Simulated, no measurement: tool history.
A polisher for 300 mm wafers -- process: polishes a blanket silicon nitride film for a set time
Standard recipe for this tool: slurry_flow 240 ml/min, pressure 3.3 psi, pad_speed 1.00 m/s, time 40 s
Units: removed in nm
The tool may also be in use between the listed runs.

run	day	slurry_flow	pressure	pad_speed	time	wafers since the last listed run	wafers polished on this pad	hours since the slurry nozzle was cleaned	hours since the head pressure was calibrated	incoming thickness of the incoming film, nm	removed
1	0.000	240	3.3	1.00	40	0	991	388.6	1240.7	617.6	60.6
2	0.467	240	2.4	1.00	40	94	1085	399.8	1251.9	615.3	45.8
# day 0.725: worn pad replaced by a new one
3	1.108	240	2.4	1.00	40	96	77	415.2	1267.3	608.3	45.8
4	1.788	240	2.4	1.00	40	137	215	431.5	1283.6	610.0	45.3
5	2.196	275	2.5	1.00	40	82	297	441.3	1293.4	607.8	48.0
6	2.688	275	2.5	1.00	40	99	397	453.1	1305.2	622.5	48.2
7	3.367	240	3.3	1.00	40	137	535	469.4	1321.5	611.8	58.9
8	3.858	240	3.3	1.00	40	99	635	481.2	1333.3	611.0	60.5
9	4.150	210	3.3	1.00	40	59	694	488.2	1340.3	615.6	58.0
10	4.404	210	3.3	1.00	40	51	745	494.3	1346.4	609.4	58.1
11	4.971	240	3.3	1.00	40	114	860	507.9	1360.0	613.4	60.3
12	5.512	240	3.3	1.00	40	109	970	520.9	1373.0	603.3	59.3
# day 5.725: worn pad replaced by a new one
13	6.012	270	3.3	1.00	40	67	58	532.9	1385.0	614.4	59.6
14	6.354	270	3.3	1.00	40	69	127	541.1	1393.2	604.0	60.0
15	6.750	240	3.3	1.00	40	80	208	550.6	1402.7	614.8	58.9
16	7.358	280	3.9	1.34	53	123	331	565.2	1417.3	611.7	111.9
# day 7.962: head pressure recalibrated
17	7.988	240	3.3	1.00	40	110	442	580.3	0.6	596.7	63.5
18	8.329	240	3.3	1.00	48	69	511	588.5	8.8	610.4	76.1
19	8.938	165	4.3	1.18	29	123	634	603.1	23.4	603.5	60.1
# day 9.583: slurry nozzle cleaned
20	9.608	240	3.3	0.66	40	127	762	0.6	39.5	618.4	52.9
21	10.062	240	3.3	1.00	40	92	854	11.5	50.4	604.3	67.9
22	10.746	185	3.6	1.20	40	138	993	27.9	66.8	605.2	79.2
23	11.379	240	3.3	1.00	40	128	1121	43.1	82.0	604.0	67.5
24	11.767	240	4.4	0.70	40	78	1200	52.4	91.3	620.0	71.1
# day 12.108: worn pad replaced by a new one
25	13.229	240	3.3	1.14	40	262	227	87.5	126.4	607.9	72.6
26	13.700	280	3.9	1.34	53	95	322	98.8	137.7	612.9	123.9
27	13.996	300	3.3	0.78	36	59	382	105.9	144.8	612.7	53.3
28	14.675	280	2.9	1.32	53	137	520	122.2	161.1	605.0	94.0
29	15.104	240	3.3	1.00	40	87	607	132.5	171.4	612.1	66.1
30	15.838	240	3.7	1.20	40	148	756	150.1	189.0	598.4	82.3
31	16.250	240	3.3	1.00	54	83	840	160.0	198.9	611.7	88.1

Results for each run, recomputed without the tool's hidden state and with each run's random variation untouched:
Hidden state present: removal rate lost through wear of the pad, %; slurry flow missing at the pad, %; deviation of the head's pressure from its setpoint, %.
run	removed
1	69.1
2	52.2
3	52.4
4	52.0
5	54.9
6	55.3
7	68.1
8	70.1
9	67.7
10	68.0
11	70.4
12	69.4
13	69.7
14	70.3
15	69.6
16	131.8
17	68.3
18	82.3
19	67.7
20	53.7
21	69.2
22	81.1
23	69.4
24	73.2
25	75.3
26	128.8
27	55.5
28	98.3
29	69.3
30	86.6
31	92.9
